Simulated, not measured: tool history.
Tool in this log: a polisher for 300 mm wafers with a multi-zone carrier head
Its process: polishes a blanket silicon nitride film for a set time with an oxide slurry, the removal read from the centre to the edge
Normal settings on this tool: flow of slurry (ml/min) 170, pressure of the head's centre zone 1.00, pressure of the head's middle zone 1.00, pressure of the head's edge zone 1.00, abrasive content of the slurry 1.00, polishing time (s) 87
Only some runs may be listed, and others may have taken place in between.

run   hour  flow of slurry (ml/min)  pressure of the head's centre zone  pressure of the head's middle zone  pressure of the head's edge zone  abrasive content of the slurry  polishing time (s)  incoming thickness of the incoming film, nm  film removed at the wafer's centre (Å)  film removed at mid-radius (Å)  film removed at the wafer's edge (Å)
  1    0.0                      170                                1.00                                1.00                              1.04                            1.00                  87                                        389.4                                     563                             521                                   512
      16.3  -- worn pad replaced by a new one
  2   21.0                      215                                1.00                                1.00                              1.00                            1.15                  87                                        391.4                                     612                             571                                   557
  3   34.4                      215                                1.00                                1.00                              1.00                            1.15                  87                                        395.2                                     608                             567                                   558
  4   58.6                      170                                1.00                                1.00                              1.00                            1.00                  87                                        389.6                                     547                             512                                   512
  5   71.7                      170                                1.00                                1.00                              1.00                            1.00                  87                                        395.0                                     552                             519                                   510
  6  107.4                      170                                1.00                                1.00                              1.00                            1.00                  87                                        381.3                                     547                             518                                   498
  7  123.7                      170                                1.00                                1.00                              1.00                            1.00                  87                                        383.4                                     550                             516                                   507
     139.1  -- edge zone pressure recalibrated
  8  146.0                      170                                1.00                                1.00                              1.00                            1.00                  87                                        390.3                                     553                             517                                   507
     159.8  -- slurry nozzle cleaned
     173.4  -- worn pad replaced by a new one
  9  178.7                      170                                1.00                                1.00                              1.00                            1.00                  87                                        385.0                                     561                             517                                   506
 10  206.3                      170                                1.00                                1.00                              1.00                            1.00                  87                                        387.4                                     544                             516                                   502
 11  238.7                      170                                1.00                                1.00                              1.00                            1.10                  87                                        389.1                                     586                             550                                   539
 12  269.1                      170                                1.00                                1.00                              1.00                            1.00                  87                                        383.9                                     558                             517                                   513
     284.6  -- centre zone pressure recalibrated
 13  297.8                      145                                1.00                                1.00                              1.00                            1.00                  62                                        392.9                                     411                             355                                   357
     313.9  -- carrier head's membrane replaced by a new one
     317.4  -- worn pad replaced by a new one
 14  331.7                      170                                1.00                                1.00                              1.00                            0.70                  87                                        382.9                                     475                             418                                   407
 15  366.4                      225                                1.00                                0.91                              0.91                            1.00                  76                                        388.8                                     541                             440                                   445
 16  378.6                      170                                1.00                                1.04                              0.96                            1.00                  87                                        387.5                                     588                             528                                   504
     385.9  -- centre zone pressure recalibrated, repeated, since the last time left the tool worse
     427.6  -- slurry nozzle cleaned
 17  436.6                      170                                1.00                                1.04                              1.04                            1.00                  87                                        388.5                                     519                             534                                   511
 18  452.1                      170                                1.00                                1.00                              1.00                            1.00                  87                                        387.5                                     506                             513                                   522
 19  469.0                      170                                1.00                                1.00                              1.00                            1.00                  87                                        390.5                                     503                             513                                   517
     474.9  -- worn pad replaced by a new one
 20  500.4                      170                                1.00                                1.00                              1.04                            1.00                  87                                        388.1                                     514                             516                                   518
 21  513.6                      115                                1.00                                1.11                              1.00                            1.00                  87                                        385.7                                     469                             513                                   475

Consider 4 possible next runs. They are alternatives, not a sequence: every one starts from the tool as it was left by run 21. What does each give?
  A  514.0                      170                                1.00                                1.00                              1.00                            1.00                  87                                        383.1                                       ?                               ?                                     ?
  B  514.0                      170                                0.88                                1.00                              1.00                            1.00                  58                                        383.1                                       ?                               ?                                     ?
  C  514.0                      130                                1.12                                1.04                              1.00                            1.00                  68                                        383.1                                       ?                               ?                                     ?
  D  514.0                      225                                1.06                                1.00                              1.00                            0.90                  87                                        383.1                                       ?                               ?                                     ?

run  film removed at the wafer's centre (Å)  film removed at mid-radius (Å)  film removed at the wafer's edge (Å)
  A                                     528                             517                                   506
  B                                     310                             345                                   337
  C                                     439                             396                                   382
  D                                     552                             508                                   492
What these runs would have given with no unlogged condition in the tool:
run  film removed at the wafer's centre (Å)  film removed at mid-radius (Å)  film removed at the wafer's edge (Å)
  A                                     522                             517                                   506
  B                                     306                             345                                   337
  C                                     434                             396                                   382
  D                                     546                             508                                   492

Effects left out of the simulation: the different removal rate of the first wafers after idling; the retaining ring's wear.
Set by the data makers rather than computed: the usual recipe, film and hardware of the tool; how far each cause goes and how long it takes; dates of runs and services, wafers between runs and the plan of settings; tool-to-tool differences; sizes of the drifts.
